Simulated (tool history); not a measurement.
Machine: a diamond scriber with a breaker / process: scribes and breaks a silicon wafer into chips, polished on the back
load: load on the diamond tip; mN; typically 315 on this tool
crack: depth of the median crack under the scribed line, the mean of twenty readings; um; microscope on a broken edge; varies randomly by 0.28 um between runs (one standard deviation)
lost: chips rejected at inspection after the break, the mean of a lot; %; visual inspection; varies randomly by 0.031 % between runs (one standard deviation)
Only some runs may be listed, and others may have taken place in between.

run	hour	load	incoming depth of the damage left on the back of the incoming wafer, um	crack	lost
1	0	315	0.02	13.63	1.86
2	61.3	315	0.02	14.01	2.01
3	100.2	315	0.02	13.67	2.13
4	129.5	315	0.02	13.57	2.02
5	163.6	315	0.02	13.25	2.15
6	206.2	355	0.04	14.43	0.84
# hour 208.3: diamond tip replaced by a new one
7	267.7	355	0.03	15.44	1.02
8	307.4	315	0.03	14.86	0.78
9	337.6	315	0.02	14.39	0.88
10	362.8	315	0.01	14.39	1.02
11	401.2	315	0.01	13.81	1.1
12	459.9	315	0.03	14.28	1.28
13	492.9	315	0.05	13.94	1.31
14	521.8	315	0.03	13.81	1.4
15	581.2	315	0.03	13.53	1.43
16	609.4	315	0.02	13.8	1.61
# hour 698.2: load on the tip recalibrated
17	750.3	315	0.03	13.54	1.72
18	793.1	315	0.03	13.91	1.92
19	856.7	315	0.02	14.02	1.9
20	895.4	372	0.03	14.86	0.63
21	964	371	0.03	15.21	0.6
# hour 988.5: diamond tip replaced by a new one
22	1037.1	282	0.05	12.27	7.72
23	1099.1	315	0.03	12.59	6.9
24	1149.8	315	0.02	12.27	7.94
25	1180.7	377	0.04	13.45	3.14
26	1215.2	381	0.03	13.46	3.11
27	1282.6	406	0.04	13.93	2.2
28	1333	315	0.03	12.65	10.45
29	1380.7	408	0.04	13.14	2.66
# hour 1416.3: diamond tip replaced by a new one, repeated, since the last time left the tool worse
30	1432.3	315	0.02	15.04	0.67
31	1489.5	385	0.01	15.96	1.65
32	1548.1	250	0.02	13.07	4.41
33	1654.8	315	0.02	14.17	1.22
34	1719.6	392	0.04	15.2	1.04
35	1748.2	315	0.02	13.98	1.45
36	1810.4	357	0.02	15.09	0.73
37	1878.8	352	0.05	14.48	0.71
38	1915.4	349	0.05	14.3	0.83
39	1964.8	315	0.01	13.86	1.72
40	2030	315	0.02	14.01	1.79
41	2063	350	0.04	14.7	0.89
42	2118.1	246	0.05	12.24	6.55

Measured minus without-hidden-state, run by run (identical run-to-run variation in each term; gauge scatter may differ):
The tool's hidden condition here consists of: share of the diamond tip's cutting effectiveness lost through wear, %; deviation of the load on the tip from its setpoint, %.
run	crack	lost
1	-1.09	+1.2
2	-1.15	+1.32
3	-1.14	+1.41
4	-1.14	+1.35
5	-1.13	+1.44
6	-1.24	-0.4
7	-0.28	-0.36
8	-0.42	+0.15
9	-0.49	+0.23
10	-0.56	+0.32
11	-0.63	+0.42
12	-0.77	+0.58
13	-0.81	+0.64
14	-0.84	+0.72
15	-0.89	+0.79
16	-0.94	+0.92
17	-1.02	+1.07
18	-1.06	+1.21
19	-1.1	+1.22
20	-1.19	-1.08
21	-1.23	-0.99
22	-2	+6.7
23	-2.33	+6.18
24	-2.43	+7.21
25	-2.77	+1.04
26	-2.87	+0.89
27	-3.14	-1.1
28	-2.94	+9.7
29	-3.12	-0.99
30	-0.08	+0.01
31	-0.33	-0.65
32	-0.43	+1.61
33	-0.71	+0.52
34	-0.88	-1.62
35	-0.85	+0.75
36	-0.99	-0.67
37	-1.01	-0.41
38	-1.03	-0.32
39	-1.03	+1.05
40	-1.06	+1.12
41	-1.13	-0.31
42	-0.96	+3.91
